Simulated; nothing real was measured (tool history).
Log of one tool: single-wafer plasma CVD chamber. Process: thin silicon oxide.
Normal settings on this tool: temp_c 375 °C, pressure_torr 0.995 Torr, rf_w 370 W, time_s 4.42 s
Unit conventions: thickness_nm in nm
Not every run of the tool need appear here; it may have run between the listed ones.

run,hour,temp_c,pressure_torr,rf_w,time_s,"read-back reference wafer on the same gauge, thickness_nm",thickness_nm
1,0.0,386,0.995,370,4.42,11.793,11.503
2,26.7,375,0.995,370,4.42,11.804,11.544
3,62.6,375,0.995,370,4.42,11.799,11.504
# hour 74.3: showerhead replaced, of another model than before
4,92.6,375,0.995,370,4.42,11.789,11.276
# hour 115.0: gauge calibrated
5,122.9,375,0.995,370,4.69,11.818,11.869
# hour 238.3: capacitance manometer re-zeroed and calibrated
6,238.8,375,0.995,370,4.69,11.771,11.504
7,257.3,375,0.995,370,4.69,11.793,11.476
8,275.3,375,0.995,370,4.42,11.799,10.797
9,294.3,375,0.995,370,4.42,11.790,10.823
10,307.6,367,0.995,305,4.42,11.791,9.147
11,331.7,363,0.995,420,5.16,11.806,13.803
# hour 371.9: RF generator calibrated
12,372.4,375,0.995,370,4.42,11.806,10.745
13,379.9,363,1.215,395,3.92,11.807,11.029
14,400.1,370,0.995,420,4.42,11.792,11.795
15,419.7,375,0.995,370,4.42,11.789,10.747
16,454.7,375,0.995,370,4.42,11.781,10.869
# hour 477.3: thermocouple changed; heater temperature recalibrated
17,484.8,375,0.995,370,4.42,11.796,10.802
18,498.3,375,0.995,350,4.42,11.775,10.340
19,532.1,381,1.137,305,4.85,11.784,10.683
20,567.4,365,1.236,400,4.04,11.791,11.452
21,595.1,366,1.131,390,4.42,11.823,11.938
22,613.1,364,0.995,370,4.42,11.810,10.878
23,631.3,375,0.810,405,4.42,11.796,10.550
24,653.7,375,1.106,370,4.42,11.807,11.305
25,680.6,375,1.166,425,4.69,11.803,13.396
26,700.6,375,0.832,370,4.42,11.824,9.913
27,734.0,385,0.995,435,4.42,11.800,11.860
28,762.0,375,0.995,420,4.96,11.810,13.246
29,779.7,375,1.166,425,4.69,11.793,13.312

Measured minus without-hidden-state, run by run (identical run-to-run variation in each term; gauge scatter may differ):
The hidden state here: wafer temperature above the value expected at the setpoint (K); delivered RF power above the setpoint (%); true pressure above the setpoint (%); gauge reads high (%).
run,thickness_nm
1,+0.667
2,+0.681
3,+0.694
4,+0.367
5,+0.393
6,-0.005
7,-0.006
8,-0.005
9,-0.005
10,-0.004
11,-0.006
12,-0.004
13,-0.004
14,-0.004
15,-0.003
16,-0.003
17,-0.003
18,-0.002
19,-0.001
20,-0.001
21,+0.000
22,+0.001
23,+0.002
24,+0.002
25,+0.004
26,+0.005
27,+0.005
28,+0.008
29,+0.009
